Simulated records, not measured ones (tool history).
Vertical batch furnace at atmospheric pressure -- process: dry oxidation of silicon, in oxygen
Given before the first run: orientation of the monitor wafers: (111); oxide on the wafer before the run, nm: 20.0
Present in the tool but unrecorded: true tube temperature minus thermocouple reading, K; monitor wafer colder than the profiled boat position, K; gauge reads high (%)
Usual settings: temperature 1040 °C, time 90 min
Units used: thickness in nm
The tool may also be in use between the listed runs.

run	hour	temperature	time	wafers since the last listed run	hours since the last temperature calibration	hours since the boat lift was adjusted	hours since the gauge calibration	read-back reference wafer on the same gauge, thickness	thickness
1	0	1040	90	0	643.4	1895.4	702.7	112.01	119.35
2	77.9	1040	90	1157	721.3	1973.3	780.6	111.98	119.32
3	146	1040	90	1011	789.4	2041.4	848.7	112.02	119.39
4	213.2	1050	57.5	998	856.6	2108.6	915.9	112.04	96.95
5	250.5	1050	57.5	554	893.9	2145.9	953.2	112.06	97
6	326.9	1050	57.5	1135	970.3	2222.3	1029.6	111.93	97.15
7	390.1	1040	90	939	1033.5	2285.5	1092.8	112.07	118.9
8	487.1	1024	114.5	1441	1130.5	2382.5	1189.8	112	125.32
# hour 568: gauge calibrated
9	595	1024	114.5	1603	1238.4	2490.4	27	111.98	125.32
10	638.8	1024	114.5	650	1282.2	2534.2	70.8	112	125.52
11	697.3	1040	90	869	1340.7	2592.7	129.3	112.03	119.83
12	746.1	1040	90	725	1389.5	2641.5	178.1	112	119.33
13	840.3	1040	90	1399	1483.7	2735.7	272.3	112.06	119.75
14	880.1	1048	131	591	1523.5	2775.5	312.1	112.03	155.01
15	959.1	1060	90	1173	1602.5	2854.5	391.1	111.98	133.14
# hour 1034.9: boat lift adjusted
16	1035.4	1040	45	777	1678.8	0.5	467.4	112.02	82.11
# hour 1066.4: thermocouples replaced and temperature profile calibrated
17	1087.1	1040	90	411	20.7	52.2	519.1	112.03	120.34
18	1141	1050	90	800	74.6	106.1	573	112	127.14
19	1234	1040	90	1381	167.6	199.1	666	112.03	120.65
20	1305.5	1031	90	1062	239.1	270.6	737.5	112.09	114.74
21	1354.7	1023	132.5	731	288.3	319.8	786.7	111.96	137.35
22	1452	1026	120	1445	385.6	417.1	884	112.04	131.07
23	1508.8	1061	90	844	442.4	473.9	940.8	112.05	135.36
24	1584.1	1025	110	1118	517.7	549.2	1016.1	112.01	124.21
25	1632	1050	57.5	711	565.6	597.1	1064	112.01	97.9
# hour 1700.2: gauge calibrated
26	1735.9	1040	90	1543	669.5	701	35.7	112	120.83

Here are 5 independent what-if runs from the current tool condition. What would each one return?
A	1741.3	1040	90	80	674.9	706.4	41.1	?	?
B	1741.3	1051	66.5	80	674.9	706.4	41.1	?	?
C	1741.3	1049	125	80	674.9	706.4	41.1	?	?
D	1741.3	1040	69	80	674.9	706.4	41.1	?	?
E	1741.3	1040	70	80	674.9	706.4	41.1	?	?

run	read-back reference wafer on the same gauge, thickness	thickness
A	111.99	120.22
B	111.99	106.89
C	111.99	152.77
D	111.99	103
E	111.99	103.86
Had the tool no hidden state, the same runs would have come out as:
run	thickness
A	120.74
B	107.35
C	153.43
D	103.44
E	104.31
